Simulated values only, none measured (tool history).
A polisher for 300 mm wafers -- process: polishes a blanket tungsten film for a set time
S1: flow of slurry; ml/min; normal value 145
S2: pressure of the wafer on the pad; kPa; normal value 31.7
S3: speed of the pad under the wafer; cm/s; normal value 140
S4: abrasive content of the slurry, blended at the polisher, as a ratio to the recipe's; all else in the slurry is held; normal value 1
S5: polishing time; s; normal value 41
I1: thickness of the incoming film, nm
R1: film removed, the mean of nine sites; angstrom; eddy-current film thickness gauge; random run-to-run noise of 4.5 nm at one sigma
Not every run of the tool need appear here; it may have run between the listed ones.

Run 1, hour 0: usual settings but S5 47 s; I1 934.5. Result: R1 3710 angstrom.
Run 2, hour 61.4: usual settings but S3 106 cm/s, S4 1.15; I1 926.1. Result: R1 2647 angstrom.
At hour 67.7: slurry tank refilled with fresh slurry and peroxide.
At hour 70: head pressure recalibrated.
Run 3, hour 118.8: usual settings; I1 931.1. Result: R1 3145 angstrom.
At hour 129.8: slurry nozzle cleaned.
At hour 135.9: slurry blender recalibrated.
Run 4, hour 155: usual settings but S1 190 ml/min, S2 39.3 kPa, S4 1.1; I1 913.7. Result: R1 3933 angstrom.
Run 5, hour 187.3: usual settings but S3 106 cm/s, S4 0.75; I1 921.5. Result: R1 2236 angstrom.
Run 6, hour 212.3: usual settings but S3 172 cm/s; I1 930.9. Result: R1 3735 angstrom.
Run 7, hour 268.1: usual settings but S1 130 ml/min, S2 34.5 kPa; I1 934.2. Result: R1 3106 angstrom.
Run 8, hour 332: usual settings but S1 110 ml/min, S5 45 s; I1 928.3. Result: R1 3035 angstrom.
At hour 365.9: worn pad replaced by a new one.
Run 9, hour 366.4: usual settings but S2 35.9 kPa, S3 188 cm/s, S4 1.3, S5 47 s; I1 920. Result: R1 5950 angstrom.
Run 10, hour 404.1: usual settings; I1 918.5. Result: R1 3261 angstrom.
At hour 566.4: slurry tank refilled with fresh slurry and peroxide.
At hour 579.7: slurry blender recalibrated.
Run 11, hour 599.1: usual settings but S1 105 ml/min, S3 162 cm/s, S5 29 s; I1 938.8. Result: R1 2321 angstrom.
At hour 649.2: slurry nozzle cleaned.
Run 12, hour 665.8: usual settings but S1 190 ml/min, S2 39.3 kPa, S4 1.1; I1 937.9. Result: R1 3883 angstrom.
Run 13, hour 722.8: usual settings but S2 37.9 kPa, S3 160 cm/s, S5 29 s; I1 929.6. Result: R1 2794 angstrom.
At hour 750.5: head pressure recalibrated.
Run 14, hour 791.9: usual settings but S1 125 ml/min, S2 42.1 kPa; I1 927. Result: R1 3562 angstrom.
Run 15, hour 833.1: usual settings but S4 0.9; I1 912.6. Result: R1 2901 angstrom.
At hour 884.9: worn pad replaced by a new one.
Run 16, hour 900.2: usual settings but S2 35.2 kPa, S5 30 s; I1 927.5. Result: R1 2579 angstrom.
Run 17, hour 965.8: usual settings but S2 40 kPa, S4 0.85; I1 933.1. Result: R1 3624 angstrom.
At hour 1015.9: slurry tank refilled with fresh slurry and peroxide.
Run 18, hour 1019.8: usual settings but S4 0.85, S5 54 s; I1 943.3. Result: R1 4075 angstrom.
Run 19, hour 1073.9: usual settings; I1 918.5. Result: R1 3066 angstrom.
At hour 1109.2: slurry blender recalibrated.
Run 20, hour 1135.3: usual settings but S3 168 cm/s, S5 45 s; I1 922.1. Result: R1 4063 angstrom.
At hour 1155.7: slurry nozzle cleaned.
Run 21, hour 1170.1: usual settings but S1 105 ml/min, S3 162 cm/s, S5 29 s; I1 935.6. Result: R1 2273 angstrom.
Run 22, hour 1240.7: usual settings; I1 925.3. Result: R1 3036 angstrom.
Run 23, hour 1274: usual settings but S1 180 ml/min; I1 936.6. Result: R1 3121 angstrom.
Run 24, hour 1374.1: usual settings but S3 152 cm/s, S4 0.85; I1 920.6. Result: R1 3019 angstrom.
At hour 1394.1: worn pad replaced by a new one.
Run 25, hour 1403.7: usual settings; I1 914. Result: R1 3247 angstrom.
Run 26, hour 1440.2: usual settings; I1 917.3. Result: R1 3272 angstrom.

4 ways to go on from here, each from the tool as it stands after run 26. What would each give?
Run A, hour 1440.6: usual settings but S2 27.6 kPa; I1 913.3. Result: R1 ?.
Run B, hour 1440.6: usual settings but S3 166 cm/s, S4 0.7; I1 913.3. Result: R1 ?.
Run C, hour 1440.6: usual settings but S5 48 s; I1 913.3. Result: R1 ?.
Run D, hour 1440.6: usual settings but S1 105 ml/min, S2 27.6 kPa, S5 34 s; I1 913.3. Result: R1 ?.

run    R1
  A  2970
  B  3471
  C  3821
  D  2282
Without the tool's hidden state the same runs would have given:
run    R1
  A  3011
  B  3519
  C  3874
  D  2314
